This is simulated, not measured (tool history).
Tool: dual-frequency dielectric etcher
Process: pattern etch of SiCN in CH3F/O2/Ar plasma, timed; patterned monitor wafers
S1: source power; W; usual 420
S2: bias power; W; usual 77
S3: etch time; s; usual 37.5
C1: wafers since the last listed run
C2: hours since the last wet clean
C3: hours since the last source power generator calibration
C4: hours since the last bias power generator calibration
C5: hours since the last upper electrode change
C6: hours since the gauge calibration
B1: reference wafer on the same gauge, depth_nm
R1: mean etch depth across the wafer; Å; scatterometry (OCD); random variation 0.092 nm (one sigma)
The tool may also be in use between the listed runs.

run    hour   S1  S2    S3    C1     C2      C3      C4      C5      C6     B1     R1
  1       0  420  63  37.5     0    275   666.8  3139.1  2268.7   899.4  18.28  159.3
       46.9  -- wet clean of the chamber
  2    47.4  450  77  37.5   285    0.5   714.2  3186.5  2316.1   946.8   18.3  165.8
  3    84.4  420  85  37.5   452   37.5   751.2  3223.5  2353.1   983.8  18.29  164.5
  4   265.2  420  85  37.5  2209  218.3     932  3404.3  2533.9  1164.6   18.3  169.9
  5   333.7  420  85  37.5   837  286.8  1000.5  3472.8  2602.4  1233.1  18.32  171.6
        371  -- wet clean of the chamber
  6   371.5  420  77  37.5   168    0.5  1038.3  3510.6  2640.2  1270.9   18.3  158.1
  7   389.2  420  77  37.5   216   18.2    1056  3528.3  2657.9  1288.6  18.29  157.8
  8   444.5  420  77  37.5   675   73.5  1111.3  3583.6  2713.2  1343.9  18.31    160
  9   498.8  420  77  37.5   663  127.8  1165.6  3637.9  2767.5  1398.2  18.32  161.8
      536.2  -- gauge calibrated
 10   566.4  420  77  37.5   826  195.4  1233.2  3705.5  2835.1    30.2  18.32  162.7
 11   612.9  420  77  37.5   568  241.9  1279.7    3752  2881.6    76.7  18.33  165.1
 12   647.2  420  67  42.5   419  276.2    1314  3786.3  2915.9     111  18.31  181.1
      676.8  -- source power generator calibrated
      695.2  -- wet clean of the chamber
 13   695.7  340  63    28   319    0.5    18.9  3834.8  2964.4   159.5   18.3  101.6
 14   723.8  510  63  34.5   343   28.6      47  3862.9  2992.5   187.6  18.29  153.9
 15   771.2  510  83    45   579     76    94.4  3910.3  3039.9     235  18.33  214.8
      832.2  -- upper electrode replaced
 16   832.7  420  70    43   458  137.5   155.9  3971.8     0.5   296.5  18.29  182.8
 17   852.3  420  88  40.5   239  157.1   175.5  3991.4    20.1   316.1  18.28    182
 18   879.3  380  93    34   329  184.1   202.5  4018.4    47.1   343.1  18.29  145.7
 19   923.4  370  77  37.5   538  228.2   246.6  4062.5    91.2   387.2  18.27    153
 20   948.1  370  77  37.5   301  252.9   271.3  4087.2   115.9   411.9  18.33  154.2
     1014.8  -- wet clean of the chamber
 21  1015.3  350  68    27   527    0.5   338.5  4154.4   183.1   479.1   18.3  101.6
 22    1026  360  71    47   130   11.2   349.2  4165.1   193.8   489.8  18.31  179.9
     1067.4  -- bias power generator calibrated
 23  1091.6  520  71  37.5   752   76.8   414.8    24.2   259.4   555.4  18.27  176.9
 24  1223.8  420  93  37.5  1615    209     547   156.4   391.6   687.6  18.32  172.1
 25    1292  420  88  37.5   833  277.2   615.2   224.6   459.8   755.8  18.29  171.8
 26  1324.1  420  87    42   392  309.3   647.3   256.7   491.9   787.9  18.29  194.6
     1361.4  -- wet clean of the chamber
 27  1361.9  420  77  37.5   168    0.5   685.1   294.5   529.7   825.7   18.3  156.5
 28  1428.5  510  83    45   813   67.1   751.7   361.1   596.3   892.3  18.28  216.5
 29  1462.6  510  92    48   416  101.2   785.8   395.2   630.4   926.4  18.28  237.8

5 ways to go on from here, each from the tool as it stands after run 29. What would each give?
  A  1463  420  77  37.5   4  101.6  786.2  395.6  630.8  926.8   ?   ?
  B  1463  490  85    42   4  101.6  786.2  395.6  630.8  926.8   ?   ?
  C  1463  390  83    31   4  101.6  786.2  395.6  630.8  926.8   ?   ?
  D  1463  500  67  48.5   4  101.6  786.2  395.6  630.8  926.8   ?   ?
  E  1463  420  87    32   4  101.6  786.2  395.6  630.8  926.8   ?   ?

run     B1     R1
  A  18.31  160.4
  B  18.31  198.9
  C  18.31  129.9
  D  18.31  219.4
  E  18.31    141
Without the tool's hidden state the same runs would have given:
run     R1
  A  159.4
  B  197.6
  C  129.1
  D  218.1
  E  140.1

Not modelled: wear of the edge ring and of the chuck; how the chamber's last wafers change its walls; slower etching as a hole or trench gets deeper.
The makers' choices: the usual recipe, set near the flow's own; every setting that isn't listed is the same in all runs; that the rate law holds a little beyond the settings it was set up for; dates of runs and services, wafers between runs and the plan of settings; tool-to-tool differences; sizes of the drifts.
